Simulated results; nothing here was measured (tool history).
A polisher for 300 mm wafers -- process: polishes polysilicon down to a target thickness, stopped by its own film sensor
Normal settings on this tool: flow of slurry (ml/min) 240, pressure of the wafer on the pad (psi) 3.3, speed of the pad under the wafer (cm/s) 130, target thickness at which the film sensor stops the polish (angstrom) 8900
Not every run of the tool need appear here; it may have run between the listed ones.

run     day  flow of slurry (ml/min)  pressure of the wafer on the pad (psi)  speed of the pad under the wafer (cm/s)  target thickness at which the film sensor stops the polish (angstrom)  wafers since the last listed run  wafers polished on this pad  hours since the slurry nozzle was cleaned  hours since the head pressure was calibrated  incoming thickness of the incoming film, nm  time until the film sensor stopped the polish (s)
  1       0                      240                                     3.3                                      130                                                                   8900                                 0                          641                                         24                                         834.9                                       1991.2                                               82.6
  2   2.975                      240                                     3.3                                      130                                                                   8900                               762                         1404                                       95.4                                         906.3                                       1983.1                                               83.2
  3     5.6                      240                                     3.3                                      130                                                                   8900                               672                         2077                                      158.4                                         969.3                                       1981.9                                               83.2
  4   7.371                      240                                     3.3                                      130                                                                   8900                               454                         2531                                      200.9                                        1011.8                                       1981.4                                               86.4
      7.667  -- worn pad replaced by a new one
      9.188  -- slurry nozzle cleaned
  5  11.129                      240                                     3.3                                      130                                                                   8900                               910                          876                                       46.6                                          1102                                       2032.1                                               86.8
  6  13.754                      240                                     3.3                                      130                                                                   8900                               672                         1549                                      109.6                                          1165                                       1972.7                                               83.7
     14.175  -- head pressure recalibrated
  7  15.683                      240                                     3.3                                      130                                                                   8900                               473                         2022                                      155.9                                          36.2                                       2004.6                                               86.5
     15.896  -- worn pad replaced by a new one
  8  18.296                      240                                     3.3                                       86                                                                  11580                               627                          615                                      218.6                                          98.9                                       2016.1                                              102.3
     18.446  -- slurry nozzle cleaned
  9  22.229                      240                                     2.3                                      130                                                                  11650                               997                         1613                                       90.8                                         193.3                                       1977.6                                               88.8
     25.971  -- worn pad replaced by a new one, of another model than before
 10  26.104                      260                                     2.2                                      102                                                                  11750                               950                           34                                      183.8                                         286.3                                       1983.6                                               93.5
     29.696  -- slurry nozzle cleaned
 11  30.146                      180                                     3.3                                      130                                                                   8900                              1025                         1059                                       10.8                                         383.3                                       2004.9                                               85.1
 12  34.304                      240                                     3.3                                      130                                                                   8900                              1066                         2125                                      110.6                                         483.1                                         2022                                               85.9
     34.679  -- worn pad replaced by a new one
 13  38.646                      240                                     3.3                                      130                                                                   8900                              1070                         1017                                      214.8                                         587.3                                       1975.6                                               85.2
      39.25  -- slurry nozzle cleaned
 14  41.542                      240                                     2.8                                      152                                                                  11380                               731                         1748                                         55                                         656.8                                       1998.8                                               65.6
       44.2  -- worn pad replaced by a new one
 15  44.779                      240                                     2.8                                      152                                                                  11380                               787                          148                                      132.7                                         734.5                                       1987.4                                               65.4

Consider 3 possible next runs. They are alternatives, not a sequence: every one starts from the tool as it was left by run 15. What does each give?
  A  44.8                      240                                     3.3                                      130                                                                   7530                                 5                          154                                      133.2                                           735                                         2019                                                  ?
  B  44.8                      240                                     2.6                                      130                                                                  12440                                 5                          154                                      133.2                                           735                                         2019                                                  ?
  C  44.8                      200                                     2.7                                      176                                                                   5600                                 5                          154                                      133.2                                           735                                         2019                                                  ?

run  time until the film sensor stopped the polish (s)
  A                                               95.7
  B                                               68.2
  C                                              103.7
Stripped of hidden state, with their random variation kept, the same runs would have yielded:
run  time until the film sensor stopped the polish (s)
  A                                               94.7
  B                                               67.5
  C                                              102.5

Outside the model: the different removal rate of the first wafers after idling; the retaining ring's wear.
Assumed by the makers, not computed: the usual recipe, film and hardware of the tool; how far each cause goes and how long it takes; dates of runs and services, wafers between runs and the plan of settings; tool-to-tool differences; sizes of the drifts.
